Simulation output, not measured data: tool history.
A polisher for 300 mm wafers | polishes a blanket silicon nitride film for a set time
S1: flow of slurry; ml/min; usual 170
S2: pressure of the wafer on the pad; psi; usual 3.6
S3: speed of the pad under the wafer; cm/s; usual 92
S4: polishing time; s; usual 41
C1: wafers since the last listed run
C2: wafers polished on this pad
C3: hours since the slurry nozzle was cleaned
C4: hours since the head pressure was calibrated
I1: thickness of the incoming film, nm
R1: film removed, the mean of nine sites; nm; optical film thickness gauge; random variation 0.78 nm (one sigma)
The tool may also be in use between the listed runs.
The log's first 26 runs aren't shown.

run    hour   S1   S2   S3  S4    C1    C2     C3      C4     I1    R1
     1248.7  -- slurry nozzle cleaned
     1258.6  -- worn pad replaced by a new one
 27  1348.6  170  3.6   68  41  1289   809   99.9  1028.5  590.0  51.8
 28  1375.1  195  2.9   92  41   238  1047  126.4  1055.0  600.0  51.9
 29  1400.1  150  3.6  112  41   224  1272  151.4  1080.0  593.4  62.3
 30  1470.7  170  3.1   92  41   635  1907  222.0  1150.6  587.9  51.2
     1527.2  -- head pressure recalibrated
 31  1531.4  210  4.7   66  37   528  2435  282.7     4.2  592.2  55.8
 32  1594.7  170  3.6   92  41   569  3005  346.0    67.5  597.7  55.3
 33  1639.2  125  3.6   92  51   400  3405  390.5   112.0  582.4  62.7
 34  1700.6  205  2.5   64  49   552  3958  451.9   173.4  592.1  42.9
     1708.1  -- worn pad replaced by a new one
 35  1740.9  170  3.6   62  47   326   295  492.2   213.7  578.8  58.3
     1745.2  -- slurry nozzle cleaned
 36  1774.4  135  2.3  118  28   292   587   29.2   247.2  590.6  33.4
 37  1843.3  170  4.6   92  47   619  1207   98.1   316.1  591.7  83.0

Forecast each of these 4 alternatives for the next run:
  A  1843.7  170  3.6  92  41   3  1211  98.5  316.5  591.7   ?
  B  1843.7  190  4.3  92  29   3  1211  98.5  316.5  591.7   ?
  C  1843.7  190  3.6  92  45   3  1211  98.5  316.5  591.7   ?
  D  1843.7  170  3.6  64  41   3  1211  98.5  316.5  591.7   ?

run    R1
  A  58.2
  B  48.1
  C  65.1
  D  49.5
Without the tool's hidden state the same runs would have given:
run    R1
  A  64.5
  B  53.2
  C  72.0
  D  54.9
